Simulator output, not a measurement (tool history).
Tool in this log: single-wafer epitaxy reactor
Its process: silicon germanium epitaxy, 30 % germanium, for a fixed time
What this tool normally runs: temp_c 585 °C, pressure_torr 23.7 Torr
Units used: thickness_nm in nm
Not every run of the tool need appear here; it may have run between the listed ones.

| run | hour | temp_c | pressure_torr | wafers since the last listed run | hours since the last pyrometer calibration | hours since the last manometer calibration | hours since the showerhead was replaced | hours since the gauge calibration | read-back reference wafer on the same gauge, thickness_nm | thickness_nm |
|---|---|---|---|---|---|---|---|---|---|---|
| 1 | 0.0 | 585 | 23.7 | 0 | 1528.4 | 586.6 | 5966.1 | 472.3 | 40.800 | 48.482 |
| 2 | 59.1 | 585 | 23.7 | 1660 | 1587.5 | 645.7 | 6025.2 | 531.4 | 40.871 | 48.849 |
| 3 | 86.2 | 585 | 23.7 | 761 | 1614.6 | 672.8 | 6052.3 | 558.5 | 40.802 | 48.048 |
| 4 | 157.3 | 585 | 26.2 | 1998 | 1685.7 | 743.9 | 6123.4 | 629.6 | 40.848 | 50.594 |
| 5 | 211.9 | 585 | 26.2 | 1534 | 1740.3 | 798.5 | 6178.0 | 684.2 | 40.791 | 50.339 |
| 6 | 240.3 | 585 | 23.7 | 798 | 1768.7 | 826.9 | 6206.4 | 712.6 | 40.820 | 47.594 |
| 7 | 307.7 | 585 | 23.7 | 1894 | 1836.1 | 894.3 | 6273.8 | 780.0 | 40.847 | 48.063 |
| 8 | 359.3 | 585 | 23.7 | 1450 | 1887.7 | 945.9 | 6325.4 | 831.6 | 40.784 | 47.155 |
|  | 376.6 | capacitance manometer re-zeroed and calibrated |
| 9 | 398.6 | 585 | 23.7 | 879 | 1927.0 | 22.0 | 6364.7 | 870.9 | 40.776 | 51.808 |
|  | 458.9 | showerhead replaced |
| 10 | 459.4 | 585 | 23.7 | 1483 | 1987.8 | 82.8 | 0.5 | 931.7 | 40.778 | 52.267 |
| 11 | 514.9 | 577 | 27.4 | 1559 | 2043.3 | 138.3 | 56.0 | 987.2 | 40.771 | 49.006 |
| 12 | 561.7 | 585 | 23.7 | 1315 | 2090.1 | 185.1 | 102.8 | 1034.0 | 40.766 | 51.694 |
|  | 578.3 | capacitance manometer re-zeroed and calibrated, repeated, since the last time left the tool worse |
| 13 | 633.1 | 576 | 26.4 | 1781 | 2161.5 | 54.8 | 174.2 | 1105.4 | 40.801 | 44.687 |
| 14 | 694.2 | 579 | 21.0 | 1717 | 2222.6 | 115.9 | 235.3 | 1166.5 | 40.848 | 41.308 |
| 15 | 753.0 | 585 | 23.7 | 1652 | 2281.4 | 174.7 | 294.1 | 1225.3 | 40.788 | 49.169 |
| 16 | 807.6 | 585 | 23.7 | 1534 | 2336.0 | 229.3 | 348.7 | 1279.9 | 40.820 | 49.065 |
|  | 815.6 | pyrometer calibrated |
|  | 821.3 | gauge calibrated |
| 17 | 868.8 | 585 | 26.7 | 1495 | 53.2 | 290.5 | 409.9 | 47.5 | 40.765 | 51.888 |
| 18 | 931.2 | 598 | 26.6 | 1753 | 115.6 | 352.9 | 472.3 | 109.9 | 40.794 | 64.279 |
| 19 | 980.1 | 585 | 23.7 | 1374 | 164.5 | 401.8 | 521.2 | 158.8 | 40.834 | 49.126 |
| 20 | 1010.7 | 575 | 23.7 | 859 | 195.1 | 432.4 | 551.8 | 189.4 | 40.744 | 41.347 |
| 21 | 1061.7 | 592 | 22.1 | 1433 | 246.1 | 483.4 | 602.8 | 240.4 | 40.757 | 52.581 |

Consider 4 possible next runs. They are alternatives, not a sequence: every one starts from the tool as it was left by run 21. What does each give?
| A | 1062.1 | 585 | 23.7 | 11 | 246.5 | 483.8 | 603.2 | 240.8 | ? | ? |
| B | 1062.1 | 595 | 19.2 | 11 | 246.5 | 483.8 | 603.2 | 240.8 | ? | ? |
| C | 1062.1 | 580 | 25.9 | 11 | 246.5 | 483.8 | 603.2 | 240.8 | ? | ? |
| D | 1062.1 | 574 | 26.8 | 11 | 246.5 | 483.8 | 603.2 | 240.8 | ? | ? |

| run | read-back reference wafer on the same gauge, thickness_nm | thickness_nm |
|---|---|---|
| A | 40.814 | 48.251 |
| B | 40.814 | 50.609 |
| C | 40.814 | 46.503 |
| D | 40.814 | 42.763 |
With the hidden condition removed and each run's random variation left untouched, the same runs would have given:
| run | thickness_nm |
|---|---|
| A | 48.678 |
| B | 51.057 |
| C | 46.915 |
| D | 43.142 |

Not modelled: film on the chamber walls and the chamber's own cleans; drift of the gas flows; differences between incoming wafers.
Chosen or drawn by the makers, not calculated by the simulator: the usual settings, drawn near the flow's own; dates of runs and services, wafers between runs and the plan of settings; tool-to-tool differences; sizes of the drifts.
